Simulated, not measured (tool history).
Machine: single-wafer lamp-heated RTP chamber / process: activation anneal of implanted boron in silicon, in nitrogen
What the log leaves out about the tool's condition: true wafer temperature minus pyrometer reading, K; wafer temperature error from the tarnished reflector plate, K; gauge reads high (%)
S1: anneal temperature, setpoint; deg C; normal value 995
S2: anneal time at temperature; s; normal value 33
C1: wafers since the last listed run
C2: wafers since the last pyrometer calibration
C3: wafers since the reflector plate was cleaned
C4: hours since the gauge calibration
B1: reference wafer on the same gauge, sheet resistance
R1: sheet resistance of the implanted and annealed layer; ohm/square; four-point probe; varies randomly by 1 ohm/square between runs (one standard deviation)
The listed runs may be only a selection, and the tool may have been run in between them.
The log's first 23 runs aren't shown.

Run 24, hour 241.4: usual settings but S1 1003 deg C, S2 27 s; C1 196; C2 416; C3 2392; C4 328.7; B1 481.14. Result: R1 449.11 ohm/square.
Run 25, hour 256.9: usual settings but S2 48 s; C1 241; C2 658; C3 2633; C4 344.2; B1 480.72. Result: R1 448.96 ohm/square.
Run 26, hour 267.9: usual settings but S2 39 s; C1 171; C2 829; C3 2805; C4 355.2; B1 481.16. Result: R1 451.22 ohm/square.
Run 27, hour 283.1: usual settings; C1 236; C2 1066; C3 3042; C4 370.4; B1 480.92. Result: R1 449.57 ohm/square.
At hour 289.7: gauge calibrated.
Run 28, hour 291.6: usual settings but S1 985 deg C, S2 20 s; C1 132; C2 1199; C3 3174; C4 1.9; B1 481.01. Result: R1 453.65 ohm/square.
Run 29, hour 299.8: usual settings but S1 981 deg C, S2 42 s; C1 127; C2 1326; C3 3302; C4 10.1; B1 480.76. Result: R1 453.29 ohm/square.
At hour 309.7: reflector plate cleaned.
Run 30, hour 316.2: usual settings but S1 965 deg C, S2 22 s; C1 130; C2 1457; C3 100; C4 26.5; B1 481.31. Result: R1 467.99 ohm/square.
Run 31, hour 332.2: usual settings but S1 971 deg C, S2 18 s; C1 249; C2 1707; C3 350; C4 42.5; B1 480.88. Result: R1 466.13 ohm/square.
Run 32, hour 341.8: usual settings but S1 1012 deg C, S2 24 s; C1 149; C2 1856; C3 499; C4 52.1; B1 481.02. Result: R1 448.51 ohm/square.
Run 33, hour 350.3: usual settings; C1 132; C2 1989; C3 632; C4 60.6; B1 481.01. Result: R1 449.67 ohm/square.
Run 34, hour 364.6: usual settings but S1 987 deg C, S2 19 s; C1 222; C2 2212; C3 855; C4 74.9; B1 480.90. Result: R1 456.39 ohm/square.
Run 35, hour 376.5: usual settings but S1 983 deg C, S2 23 s; C1 185; C2 2397; C3 1040; C4 86.8; B1 480.89. Result: R1 455.82 ohm/square.
Run 36, hour 394.3: usual settings; C1 277; C2 2675; C3 1318; C4 104.6; B1 481.27. Result: R1 450.67 ohm/square.

Run 37 is up next; what results do you expect?
Run 37, hour 401.0: usual settings but S1 1022 deg C, S2 46 s; C1 104; C2 2779; C3 1422; C4 111.3; B1 ?. Result: R1 ?.

B1: 481.44
R1: 446.43 ohm/square
With the hidden condition absent and the run-to-run variation left alone, this run would have shown R1 446.43 ohm/square.
